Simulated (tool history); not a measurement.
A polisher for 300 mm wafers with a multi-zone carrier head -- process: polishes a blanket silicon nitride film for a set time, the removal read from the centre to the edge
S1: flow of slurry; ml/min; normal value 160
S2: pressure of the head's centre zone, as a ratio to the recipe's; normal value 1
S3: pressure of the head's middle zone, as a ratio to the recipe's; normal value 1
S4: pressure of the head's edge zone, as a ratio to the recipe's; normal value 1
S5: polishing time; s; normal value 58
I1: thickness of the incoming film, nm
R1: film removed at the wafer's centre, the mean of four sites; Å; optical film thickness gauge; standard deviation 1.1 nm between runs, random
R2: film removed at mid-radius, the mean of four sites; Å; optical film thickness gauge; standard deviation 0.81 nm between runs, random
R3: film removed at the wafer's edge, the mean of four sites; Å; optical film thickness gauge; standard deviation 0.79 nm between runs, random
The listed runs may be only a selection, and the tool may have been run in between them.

Run 1, hour 0: usual settings but S3 0.97, S4 0.95; I1 588.2. Result: R1 715 Å, R2 706 Å, R3 704 Å.
At hour 11.6: worn pad replaced by a new one.
Run 2, hour 32.9: usual settings but S3 0.97, S4 0.95; I1 602.5. Result: R1 785 Å, R2 804 Å, R3 812 Å.
Run 3, hour 65.3: usual settings; I1 589. Result: R1 806 Å, R2 804 Å, R3 818 Å.
Run 4, hour 97.9: usual settings; I1 596.4. Result: R1 767 Å, R2 784 Å, R3 797 Å.
Run 5, hour 129: usual settings; I1 580. Result: R1 743 Å, R2 754 Å, R3 790 Å.
At hour 147.1: edge zone pressure recalibrated.
Run 6, hour 147.6: usual settings but S1 120 ml/min, S3 0.92; I1 594.2. Result: R1 640 Å, R2 613 Å, R3 703 Å.
Run 7, hour 159.7: usual settings but S3 1.09; I1 582.3. Result: R1 710 Å, R2 784 Å, R3 748 Å.
Run 8, hour 172.3: usual settings but S1 140 ml/min, S2 1.04, S5 39 s; I1 598.6. Result: R1 456 Å, R2 454 Å, R3 474 Å.
At hour 178.6: worn pad replaced by a new one.
At hour 193.9: slurry nozzle cleaned.
Run 9, hour 207.1: usual settings but S3 0.97, S4 0.95; I1 592.1. Result: R1 897 Å, R2 868 Å, R3 869 Å.
Run 10, hour 219.4: usual settings but S2 0.91, S3 1.05; I1 594.6. Result: R1 836 Å, R2 934 Å, R3 881 Å.
At hour 224.8: centre zone pressure recalibrated.
Run 11, hour 239.9: usual settings but S1 185 ml/min, S3 1.08; I1 586.2. Result: R1 890 Å, R2 975 Å, R3 894 Å.
At hour 266.5: carrier head's membrane replaced by a new one.
Run 12, hour 332.2: usual settings but S1 215 ml/min, S5 65 s; I1 593.3. Result: R1 972 Å, R2 979 Å, R3 948 Å.
At hour 352.2: worn pad replaced by a new one.
Run 13, hour 363.9: usual settings but S3 0.97, S4 0.95; I1 584.1. Result: R1 864 Å, R2 863 Å, R3 841 Å.
Run 14, hour 378.4: usual settings but S2 0.92, S4 0.9; I1 592.4. Result: R1 810 Å, R2 884 Å, R3 814 Å.

For some of the steps in R1 from one run to the next: how much would appear even if the tool had no hidden state, given the settings, what came in and random variation, and how much remains for the hidden state plus any gauge scatter that the measured result and the result without hidden state don't share?
Unlogged tool condition in this case: removal rate lost through wear of the pad, %; slurry flow missing at the pad, %; deviation of the centre zone's pressure from its setpoint, %; deviation of the edge zone's pressure from its setpoint, %.
Run 8 -> 9: S1 140 -> 160, S2 1.04 -> 1, S3 1 -> 0.97, S4 1 -> 0.95, S5 39 -> 58, worn pad replaced by a new one, slurry nozzle cleaned. R1 +441 Å: hidden state +140, all else +301.
